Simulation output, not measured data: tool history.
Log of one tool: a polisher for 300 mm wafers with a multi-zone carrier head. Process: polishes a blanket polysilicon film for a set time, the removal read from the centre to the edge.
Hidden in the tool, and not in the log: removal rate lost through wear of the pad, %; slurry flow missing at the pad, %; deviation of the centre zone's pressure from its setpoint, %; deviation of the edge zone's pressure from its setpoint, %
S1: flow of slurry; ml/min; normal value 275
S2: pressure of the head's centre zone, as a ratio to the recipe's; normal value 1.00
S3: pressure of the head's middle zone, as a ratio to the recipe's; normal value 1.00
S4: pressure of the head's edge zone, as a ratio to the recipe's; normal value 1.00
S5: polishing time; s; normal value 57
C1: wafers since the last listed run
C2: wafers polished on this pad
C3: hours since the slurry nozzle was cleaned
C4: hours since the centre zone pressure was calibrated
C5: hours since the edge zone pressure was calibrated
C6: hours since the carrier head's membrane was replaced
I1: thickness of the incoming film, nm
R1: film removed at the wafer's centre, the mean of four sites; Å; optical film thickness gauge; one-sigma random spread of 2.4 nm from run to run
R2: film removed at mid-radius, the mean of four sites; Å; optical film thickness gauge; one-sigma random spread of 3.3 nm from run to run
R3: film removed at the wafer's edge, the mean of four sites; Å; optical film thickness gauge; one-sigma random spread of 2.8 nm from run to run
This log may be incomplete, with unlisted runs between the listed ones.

{"run": 1, "hour": 0.0, "S1": 230, "S2": 1.0, "S3": 1.0, "S4": 1.0, "S5": 57, "C1": 0, "C2": 3578, "C3": 227.6, "C4": 1130.6, "C5": 466.6, "C6": 281.7, "I1": 1934.8, "R1": 3356, "R2": 3198, "R3": 3239}
{"hour": 23.3, "done": "centre zone pressure recalibrated"}
{"run": 2, "hour": 39.4, "S1": 275, "S2": 1.0, "S3": 1.0, "S4": 1.0, "S5": 57, "C1": 471, "C2": 4050, "C3": 267.0, "C4": 16.1, "C5": 506.0, "C6": 321.1, "I1": 1921.5, "R1": 3317, "R2": 3310, "R3": 3265}
{"run": 3, "hour": 118.4, "S1": 210, "S2": 1.07, "S3": 1.0, "S4": 1.0, "S5": 57, "C1": 996, "C2": 5046, "C3": 346.0, "C4": 95.1, "C5": 585.0, "C6": 400.1, "I1": 1917.3, "R1": 3334, "R2": 3120, "R3": 3140}
{"run": 4, "hour": 215.2, "S1": 275, "S2": 1.0, "S3": 1.0, "S4": 1.0, "S5": 57, "C1": 1220, "C2": 6266, "C3": 442.8, "C4": 191.9, "C5": 681.8, "C6": 496.9, "I1": 1944.7, "R1": 3340, "R2": 3368, "R3": 3279}
{"hour": 242.4, "done": "edge zone pressure recalibrated"}
{"run": 5, "hour": 290.9, "S1": 275, "S2": 1.04, "S3": 1.0, "S4": 1.05, "S5": 76, "C1": 929, "C2": 7195, "C3": 518.5, "C4": 267.6, "C5": 48.5, "C6": 572.6, "I1": 1934.7, "R1": 4659, "R2": 4466, "R3": 4528}
{"hour": 388.9, "done": "carrier head's membrane replaced by a new one"}
{"run": 6, "hour": 395.3, "S1": 275, "S2": 0.92, "S3": 1.07, "S4": 1.0, "S5": 39, "C1": 1253, "C2": 8449, "C3": 622.9, "C4": 372.0, "C5": 152.9, "C6": 6.4, "I1": 1927.5, "R1": 2166, "R2": 2431, "R3": 2283}
{"hour": 452.4, "done": "slurry nozzle cleaned"}
{"hour": 484.9, "done": "worn pad replaced by a new one"}
{"run": 7, "hour": 488.5, "S1": 230, "S2": 1.0, "S3": 1.0, "S4": 1.0, "S5": 57, "C1": 1112, "C2": 45, "C3": 36.1, "C4": 465.2, "C5": 246.1, "C6": 99.6, "I1": 1929.2, "R1": 3291, "R2": 3230, "R3": 3235}
{"run": 8, "hour": 536.7, "S1": 195, "S2": 1.0, "S3": 1.0, "S4": 1.0, "S5": 57, "C1": 607, "C2": 653, "C3": 84.3, "C4": 513.4, "C5": 294.3, "C6": 147.8, "I1": 1933.8, "R1": 3144, "R2": 3076, "R3": 3147}
{"run": 9, "hour": 620.8, "S1": 275, "S2": 1.0, "S3": 1.0, "S4": 1.0, "S5": 57, "C1": 1060, "C2": 1713, "C3": 168.4, "C4": 597.5, "C5": 378.4, "C6": 231.9, "I1": 1936.8, "R1": 3445, "R2": 3352, "R3": 3354}
{"hour": 924.5, "done": "edge zone pressure recalibrated"}
{"run": 10, "hour": 940.9, "S1": 245, "S2": 0.91, "S3": 1.0, "S4": 1.0, "S5": 65, "C1": 4010, "C2": 5724, "C3": 488.5, "C4": 917.6, "C5": 16.4, "C6": 552.0, "I1": 1961.7, "R1": 3580, "R2": 3725, "R3": 3702}
{"run": 11, "hour": 1014.3, "S1": 275, "S2": 0.95, "S3": 1.09, "S4": 1.0, "S5": 44, "C1": 925, "C2": 6649, "C3": 561.9, "C4": 991.0, "C5": 89.8, "C6": 625.4, "I1": 1928.8, "R1": 2548, "R2": 2830, "R3": 2592}
{"run": 12, "hour": 1059.3, "S1": 230, "S2": 0.9, "S3": 1.0, "S4": 1.0, "S5": 57, "C1": 567, "C2": 7217, "C3": 606.9, "C4": 1036.0, "C5": 134.8, "C6": 670.4, "I1": 1959.2, "R1": 3105, "R2": 3244, "R3": 3205}
{"hour": 1077.4, "done": "carrier head's membrane replaced by a new one"}
{"hour": 1101.6, "done": "centre zone pressure recalibrated"}
{"hour": 1107.3, "done": "slurry nozzle cleaned"}
{"run": 13, "hour": 1156.4, "S1": 275, "S2": 1.0, "S3": 1.0, "S4": 0.93, "S5": 57, "C1": 1123, "C2": 8340, "C3": 49.1, "C4": 54.8, "C5": 231.9, "C6": 79.0, "I1": 1931.3, "R1": 3271, "R2": 3294, "R3": 3167}
{"hour": 1181.2, "done": "worn pad replaced by a new one"}
{"run": 14, "hour": 1255.3, "S1": 275, "S2": 1.0, "S3": 1.0, "S4": 1.0, "S5": 57, "C1": 1196, "C2": 934, "C3": 148.0, "C4": 153.7, "C5": 330.8, "C6": 177.9, "I1": 1906.9, "R1": 3286, "R2": 3367, "R3": 3265}
{"run": 15, "hour": 1474.8, "S1": 225, "S2": 1.0, "S3": 1.0, "S4": 1.0, "S5": 57, "C1": 2767, "C2": 3701, "C3": 367.5, "C4": 373.2, "C5": 550.3, "C6": 397.4, "I1": 1928.6, "R1": 3216, "R2": 3205, "R3": 3224}
{"run": 16, "hour": 1559.0, "S1": 275, "S2": 1.0, "S3": 1.0, "S4": 1.0, "S5": 57, "C1": 1061, "C2": 4763, "C3": 451.7, "C4": 457.4, "C5": 634.5, "C6": 481.6, "I1": 1908.5, "R1": 3386, "R2": 3361, "R3": 3322}
{"hour": 1563.1, "done": "edge zone pressure recalibrated"}
{"run": 17, "hour": 1597.8, "S1": 275, "S2": 1.0, "S3": 1.0, "S4": 1.08, "S5": 57, "C1": 463, "C2": 5227, "C3": 490.5, "C4": 496.2, "C5": 34.7, "C6": 520.4, "I1": 1887.1, "R1": 3382, "R2": 3366, "R3": 3473}
{"run": 18, "hour": 1672.5, "S1": 250, "S2": 1.0, "S3": 0.94, "S4": 1.0, "S5": 57, "C1": 941, "C2": 6169, "C3": 565.2, "C4": 570.9, "C5": 109.4, "C6": 595.1, "I1": 1923.6, "R1": 3315, "R2": 3122, "R3": 3304}
{"run": 19, "hour": 1752.3, "S1": 195, "S2": 1.0, "S3": 1.0, "S4": 1.11, "S5": 57, "C1": 1006, "C2": 7175, "C3": 645.0, "C4": 650.7, "C5": 189.2, "C6": 674.9, "I1": 1924.1, "R1": 3165, "R2": 3146, "R3": 3338}
{"hour": 1759.0, "done": "carrier head's membrane replaced by a new one"}
{"run": 20, "hour": 1794.1, "S1": 275, "S2": 1.0, "S3": 1.0, "S4": 1.09, "S5": 57, "C1": 463, "C2": 7639, "C3": 686.8, "C4": 692.5, "C5": 231.0, "C6": 35.1, "I1": 1941.5, "R1": 3463, "R2": 3336, "R3": 3421}
{"hour": 1823.0, "done": "slurry nozzle cleaned"}
{"hour": 1834.7, "done": "worn pad replaced by a new one"}
{"run": 21, "hour": 1840.1, "S1": 275, "S2": 1.0, "S3": 1.0, "S4": 1.0, "S5": 57, "C1": 516, "C2": 68, "C3": 17.1, "C4": 738.5, "C5": 277.0, "C6": 81.1, "I1": 1934.2, "R1": 3366, "R2": 3364, "R3": 3302}

Below are 5 alternative next runs, each starting from the tool's condition after run 21. Predict each:
{"run": "A", "hour": 1840.5, "S1": 275, "S2": 1.0, "S3": 1.0, "S4": 1.0, "S5": 40, "C1": 5, "C2": 73, "C3": 17.5, "C4": 738.9, "C5": 277.4, "C6": 81.5, "I1": 1932.9, "R1": "?", "R2": "?", "R3": "?"}
{"run": "B", "hour": 1840.5, "S1": 275, "S2": 1.0, "S3": 1.0, "S4": 0.94, "S5": 57, "C1": 5, "C2": 73, "C3": 17.5, "C4": 738.9, "C5": 277.4, "C6": 81.5, "I1": 1932.9, "R1": "?", "R2": "?", "R3": "?"}
{"run": "C", "hour": 1840.5, "S1": 215, "S2": 0.94, "S3": 0.97, "S4": 1.0, "S5": 48, "C1": 5, "C2": 73, "C3": 17.5, "C4": 738.9, "C5": 277.4, "C6": 81.5, "I1": 1932.9, "R1": "?", "R2": "?", "R3": "?"}
{"run": "D", "hour": 1840.5, "S1": 275, "S2": 0.95, "S3": 0.95, "S4": 1.0, "S5": 57, "C1": 5, "C2": 73, "C3": 17.5, "C4": 738.9, "C5": 277.4, "C6": 81.5, "I1": 1932.9, "R1": "?", "R2": "?", "R3": "?"}
{"run": "E", "hour": 1840.5, "S1": 180, "S2": 1.0, "S3": 1.0, "S4": 0.96, "S5": 57, "C1": 5, "C2": 73, "C3": 17.5, "C4": 738.9, "C5": 277.4, "C6": 81.5, "I1": 1932.9, "R1": "?", "R2": "?", "R3": "?"}

run=A R1=2406 R2=2342 R3=2353
run=B R1=3428 R2=3337 R3=3256
run=C R1=2613 R2=2616 R3=2729
run=D R1=3293 R2=3197 R3=3356
run=E R1=3073 R2=3027 R3=3059
Stripped of hidden state, with their random variation kept, the same runs would have yielded:
run=A R1=2352 R2=2342 R3=2353
run=B R1=3351 R2=3337 R3=3256
run=C R1=2554 R2=2616 R3=2729
run=D R1=3218 R2=3197 R3=3356
run=E R1=3004 R2=3027 R3=3059
